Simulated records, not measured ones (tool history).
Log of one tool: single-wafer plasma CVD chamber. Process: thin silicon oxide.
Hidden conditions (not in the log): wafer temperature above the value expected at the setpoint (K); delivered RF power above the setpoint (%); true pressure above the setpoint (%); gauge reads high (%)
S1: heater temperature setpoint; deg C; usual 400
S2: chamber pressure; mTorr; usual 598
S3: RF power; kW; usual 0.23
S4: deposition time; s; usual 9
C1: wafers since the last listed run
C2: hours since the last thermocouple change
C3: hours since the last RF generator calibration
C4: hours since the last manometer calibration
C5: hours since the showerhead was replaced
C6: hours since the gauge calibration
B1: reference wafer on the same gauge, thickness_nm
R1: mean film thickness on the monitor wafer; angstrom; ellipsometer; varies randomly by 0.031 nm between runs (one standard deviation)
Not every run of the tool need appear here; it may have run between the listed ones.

| run | hour | S1 | S2 | S3 | S4 | C1 | C2 | C3 | C4 | C5 | C6 | B1 | R1 |
|---|---|---|---|---|---|---|---|---|---|---|---|---|---|
| 1 | 0 | 400 | 598 | 0.23 | 9 | 0 | 1462.8 | 754.5 | 2473 | 7568.3 | 310.7 | 10.8 | 128.37 |
| 2 | 6.1 | 400 | 598 | 0.23 | 9 | 108 | 1468.9 | 760.6 | 2479.1 | 7574.4 | 316.8 | 10.801 | 127.54 |
| 3 | 20.9 | 400 | 598 | 0.22 | 9 | 263 | 1483.7 | 775.4 | 2493.9 | 7589.2 | 331.6 | 10.803 | 124.73 |
| 4 | 36.9 | 400 | 598 | 0.23 | 9.37 | 284 | 1499.7 | 791.4 | 2509.9 | 7605.2 | 347.6 | 10.797 | 132.89 |
| 5 | 65.4 | 400 | 598 | 0.23 | 9.37 | 507 | 1528.2 | 819.9 | 2538.4 | 7633.7 | 376.1 | 10.799 | 132.82 |
| 6 | 75.5 | 400 | 598 | 0.23 | 9.37 | 179 | 1538.3 | 830 | 2548.5 | 7643.8 | 386.2 | 10.795 | 132.78 |
| 7 | 89 | 400 | 694 | 0.23 | 9.67 | 240 | 1551.8 | 843.5 | 2562 | 7657.3 | 399.7 | 10.797 | 159 |
| 8 | 100.2 | 400 | 694 | 0.23 | 9.67 | 199 | 1563 | 854.7 | 2573.2 | 7668.5 | 410.9 | 10.792 | 158.37 |
| 9 | 106.8 | 400 | 694 | 0.23 | 9.67 | 117 | 1569.6 | 861.3 | 2579.8 | 7675.1 | 417.5 | 10.8 | 158.74 |
| 10 | 114.6 | 400 | 598 | 0.23 | 9 | 138 | 1577.4 | 869.1 | 2587.6 | 7682.9 | 425.3 | 10.798 | 127.59 |
|  | 143.7 | capacitance manometer re-zeroed and calibrated |
| 11 | 149.4 | 400 | 598 | 0.23 | 9 | 476 | 1612.2 | 903.9 | 5.7 | 7717.7 | 460.1 | 10.801 | 117.65 |
|  | 166.7 | thermocouple changed; heater temperature recalibrated |
| 12 | 167.2 | 400 | 598 | 0.23 | 9 | 174 | 0.5 | 921.7 | 23.5 | 7735.5 | 477.9 | 10.803 | 117.32 |
| 13 | 167.5 | 400 | 598 | 0.23 | 9 | 5 | 0.8 | 922 | 23.8 | 7735.8 | 478.2 | 10.799 | 117.44 |
|  | 176.1 | gauge calibrated |
| 14 | 178.8 | 400 | 598 | 0.24 | 9 | 201 | 12.1 | 933.3 | 35.1 | 7747.1 | 2.7 | 10.802 | 120.06 |
| 15 | 203.7 | 400 | 598 | 0.23 | 9 | 443 | 37 | 958.2 | 60 | 7772 | 27.6 | 10.801 | 118.17 |
| 16 | 252.3 | 400 | 598 | 0.23 | 9 | 864 | 85.6 | 1006.8 | 108.6 | 7820.6 | 76.2 | 10.799 | 117.63 |
| 17 | 269.6 | 406 | 598 | 0.23 | 7.81 | 307 | 102.9 | 1024.1 | 125.9 | 7837.9 | 93.5 | 10.805 | 101.54 |
| 18 | 280.6 | 414 | 598 | 0.23 | 9 | 195 | 113.9 | 1035.1 | 136.9 | 7848.9 | 104.5 | 10.799 | 116.94 |
|  | 315.8 | RF generator calibrated |
|  | 321.6 | showerhead replaced |
| 19 | 322.1 | 400 | 537 | 0.23 | 8.45 | 492 | 155.4 | 6.3 | 178.4 | 0.5 | 146 | 10.798 | 103.38 |
| 20 | 322.4 | 400 | 598 | 0.255 | 10.08 | 5 | 155.7 | 6.6 | 178.7 | 0.8 | 146.3 | 10.798 | 144.96 |
| 21 | 336.6 | 400 | 598 | 0.23 | 9 | 252 | 169.9 | 20.8 | 192.9 | 15 | 160.5 | 10.794 | 122.94 |
| 22 | 351.7 | 413 | 464 | 0.27 | 8.02 | 268 | 185 | 35.9 | 208 | 30.1 | 175.6 | 10.801 | 90.79 |
| 23 | 369.7 | 387 | 598 | 0.24 | 9 | 320 | 203 | 53.9 | 226 | 48.1 | 193.6 | 10.796 | 126.8 |
| 24 | 398.3 | 408 | 598 | 0.19 | 9 | 508 | 231.6 | 82.5 | 254.6 | 76.7 | 222.2 | 10.796 | 108.72 |
| 25 | 412.5 | 400 | 598 | 0.23 | 9 | 252 | 245.8 | 96.7 | 268.8 | 90.9 | 236.4 | 10.801 | 123.03 |
| 26 | 433.6 | 400 | 598 | 0.255 | 9 | 375 | 266.9 | 117.8 | 289.9 | 112 | 257.5 | 10.799 | 130.06 |
| 27 | 446.2 | 404 | 598 | 0.185 | 7.39 | 224 | 279.5 | 130.4 | 302.5 | 124.6 | 270.1 | 10.793 | 88.82 |
| 28 | 453.8 | 400 | 598 | 0.19 | 9 | 135 | 287.1 | 138 | 310.1 | 132.2 | 277.7 | 10.801 | 109.9 |

5 ways to go on from here, each from the tool as it stands after run 28. What would each give?
| A | 454.2 | 400 | 598 | 0.23 | 9 | 7 | 287.5 | 138.4 | 310.5 | 132.6 | 278.1 | ? | ? |
| B | 454.2 | 400 | 598 | 0.23 | 8.51 | 7 | 287.5 | 138.4 | 310.5 | 132.6 | 278.1 | ? | ? |
| C | 454.2 | 407 | 546 | 0.27 | 7.65 | 7 | 287.5 | 138.4 | 310.5 | 132.6 | 278.1 | ? | ? |
| D | 454.2 | 387 | 598 | 0.23 | 9 | 7 | 287.5 | 138.4 | 310.5 | 132.6 | 278.1 | ? | ? |
| E | 454.2 | 400 | 598 | 0.205 | 7.72 | 7 | 287.5 | 138.4 | 310.5 | 132.6 | 278.1 | ? | ? |

| run | B1 | R1 |
|---|---|---|
| A | 10.801 | 123.53 |
| B | 10.801 | 116.82 |
| C | 10.801 | 103.73 |
| D | 10.801 | 124.74 |
| E | 10.801 | 99.23 |
Take away the tool's hidden state, keep each run's random variation, and the runs would have read:
| run | R1 |
|---|---|
| A | 121.64 |
| B | 115.03 |
| C | 102.02 |
| D | 122.83 |
| E | 97.74 |

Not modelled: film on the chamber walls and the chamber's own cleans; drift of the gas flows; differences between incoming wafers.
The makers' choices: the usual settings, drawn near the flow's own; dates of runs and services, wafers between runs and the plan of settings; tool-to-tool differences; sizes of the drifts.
